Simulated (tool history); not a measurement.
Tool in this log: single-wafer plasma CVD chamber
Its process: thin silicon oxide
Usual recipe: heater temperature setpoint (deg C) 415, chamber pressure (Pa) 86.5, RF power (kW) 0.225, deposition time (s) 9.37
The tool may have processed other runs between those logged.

run     day  heater temperature setpoint (deg C)  chamber pressure (Pa)  RF power (kW)  deposition time (s)  wafers since the last listed run  hours since the last thermocouple change  hours since the last RF generator calibration  hours since the last manometer calibration  hours since the showerhead was replaced  hours since the gauge calibration  read-back reference wafer on the same gauge, thickness_nm  mean film thickness on the monitor wafer (angstrom)
  1   0.000                                  415                   97.6          0.225                 9.37                                 0                                     378.0                                         1966.3                                      1526.3                                   6732.7                              793.1                                                     12.006                                               125.40
  2   1.642                                  415                   97.6          0.225                 9.37                               637                                     417.4                                         2005.7                                      1565.7                                   6772.1                              832.5                                                     12.014                                               126.04
  3   3.033                                  415                   97.6          0.225                 9.37                               540                                     450.8                                         2039.1                                      1599.1                                   6805.5                              865.9                                                     11.998                                               126.37
  4   4.417                                  415                   86.5          0.225                 9.37                               537                                     484.0                                         2072.3                                      1632.3                                   6838.7                              899.1                                                     11.995                                               112.02
  5   6.233                                  415                   86.5          0.225                 9.37                               705                                     527.6                                         2115.9                                      1675.9                                   6882.3                              942.7                                                     12.002                                               112.04
      7.767  -- showerhead replaced
  6   9.121                                  415                   86.5          0.225                 9.37                               992                                     596.9                                         2185.2                                      1745.2                                     32.5                             1012.0                                                     11.996                                               112.17
  7  10.742                                  415                   86.5          0.225                 9.37                               629                                     635.8                                         2224.1                                      1784.1                                     71.4                             1050.9                                                     11.992                                               111.26
     12.346  -- gauge calibrated
  8  12.862                                  415                   86.5          0.225                 9.37                               824                                     686.7                                         2275.0                                      1835.0                                    122.3                               12.4                                                     11.999                                               111.34
  9  13.992                                  422                   86.5          0.225                 9.37                               438                                     713.8                                         2302.1                                      1862.1                                    149.4                               39.5                                                     11.992                                               111.62
     14.521  -- RF generator calibrated
 10  16.000                                  415                   86.5          0.225                 8.62                               650                                     762.0                                           35.5                                      1910.3                                    197.6                               87.7                                                     11.999                                               100.42
 11  18.167                                  415                   86.5          0.225                 8.62                               841                                     814.0                                           87.5                                      1962.3                                    249.6                              139.7                                                     11.996                                               101.05
 12  19.492                                  415                   86.5          0.210                 9.37                               514                                     845.8                                          119.3                                      1994.1                                    281.4                              171.5                                                     12.002                                               105.09
 13  21.250                                  415                   86.5          0.225                 9.37                               683                                     888.0                                          161.5                                      2036.3                                    323.6                              213.7                                                     12.005                                               109.37
 14  23.633                                  415                   86.5          0.225                 9.37                               926                                     945.2                                          218.7                                      2093.5                                    380.8                              270.9                                                     12.003                                               109.60
     26.429  -- RF generator calibrated, repeated, since the last time left the tool worse
 15  26.450                                  415                   86.5          0.225                 9.37                               964                                    1012.8                                            0.5                                      2161.1                                    448.4                              338.5                                                     12.004                                               113.71
 16  28.475                                  419                   86.5          0.185                 7.93                               786                                    1061.4                                           49.1                                      2209.7                                    497.0                              387.1                                                     12.004                                                85.31
 17  29.817                                  423                   74.0          0.210                10.60                               521                                    1093.6                                           81.3                                      2241.9                                    529.2                              419.3                                                     12.002                                               105.80
 18  32.704                                  421                   70.5          0.225                 9.37                              1121                                    1162.9                                          150.6                                      2311.2                                    598.5                              488.6                                                     11.998                                                92.03
 19  34.558                                  415                  103.5          0.240                 9.37                               720                                    1207.4                                          195.1                                      2355.7                                    643.0                              533.1                                                     12.009                                               139.66
     35.321  -- capacitance manometer re-zeroed and calibrated
 20  36.267                                  415                   86.5          0.190                 9.37                               534                                    1248.4                                          236.1                                        22.7                                    684.0                              574.1                                                     12.001                                               103.37
     36.942  -- thermocouple changed; heater temperature recalibrated
 21  38.688                                  409                  102.0          0.225                11.06                               811                                      41.9                                          294.2                                        80.8                                    742.1                              632.2                                                     12.018                                               157.38
 22  41.192                                  415                   86.5          0.260                 9.37                               972                                     102.0                                          354.3                                       140.9                                    802.2                              692.3                                                     11.989                                               122.58
 23  43.529                                  415                   75.5          0.225                 9.37                               908                                     158.1                                          410.4                                       197.0                                    858.3                              748.4                                                     11.998                                                99.57
 24  44.733                                  415                   92.1          0.245                 9.37                               467                                     187.0                                          439.3                                       225.9                                    887.2                              777.3                                                     12.011                                               125.69
 25  46.808                                  415                  104.9          0.225                 9.37                               806                                     236.8                                          489.1                                       275.7                                    937.0                              827.1                                                     12.008                                               136.70
 26  49.308                                  415                   86.5          0.195                 9.37                               971                                     296.8                                          549.1                                       335.7                                    997.0                              887.1                                                     11.990                                               104.33
 27  51.221                                  406                   97.7          0.255                10.51                               743                                     342.7                                          595.0                                       381.6                                   1042.9                              933.0                                                     11.999                                               154.68
 28  52.825                                  422                   96.9          0.250                 8.85                               623                                     381.2                                          633.5                                       420.1                                   1081.4                              971.5                                                     12.000                                               125.30

What if the next run were any one of these 4? Each begins from the tool's condition after run 28:
  A  52.842                                  415                   86.5          0.225                 9.37                                 6                                     381.6                                          633.9                                       420.5                                   1081.8                              971.9                                                          ?                                                    ?
  B  52.842                                  407                   98.9          0.200                 9.37                                 6                                     381.6                                          633.9                                       420.5                                   1081.8                              971.9                                                          ?                                                    ?
  C  52.842                                  420                   99.2          0.225                 9.37                                 6                                     381.6                                          633.9                                       420.5                                   1081.8                              971.9                                                          ?                                                    ?
  D  52.842                                  415                   86.5          0.265                 9.37                                 6                                     381.6                                          633.9                                       420.5                                   1081.8                              971.9                                                          ?                                                    ?

run  read-back reference wafer on the same gauge, thickness_nm  mean film thickness on the monitor wafer (angstrom)
  A                                                     11.995                                               113.29
  B                                                     11.995                                               120.87
  C                                                     11.995                                               128.89
  D                                                     11.995                                               123.61
The same runs, with their run-to-run variation unchanged, on a tool lacking any hidden condition would have given:
run  mean film thickness on the monitor wafer (angstrom)
  A                                               113.83
  B                                               121.49
  C                                               129.51
  D                                               124.17

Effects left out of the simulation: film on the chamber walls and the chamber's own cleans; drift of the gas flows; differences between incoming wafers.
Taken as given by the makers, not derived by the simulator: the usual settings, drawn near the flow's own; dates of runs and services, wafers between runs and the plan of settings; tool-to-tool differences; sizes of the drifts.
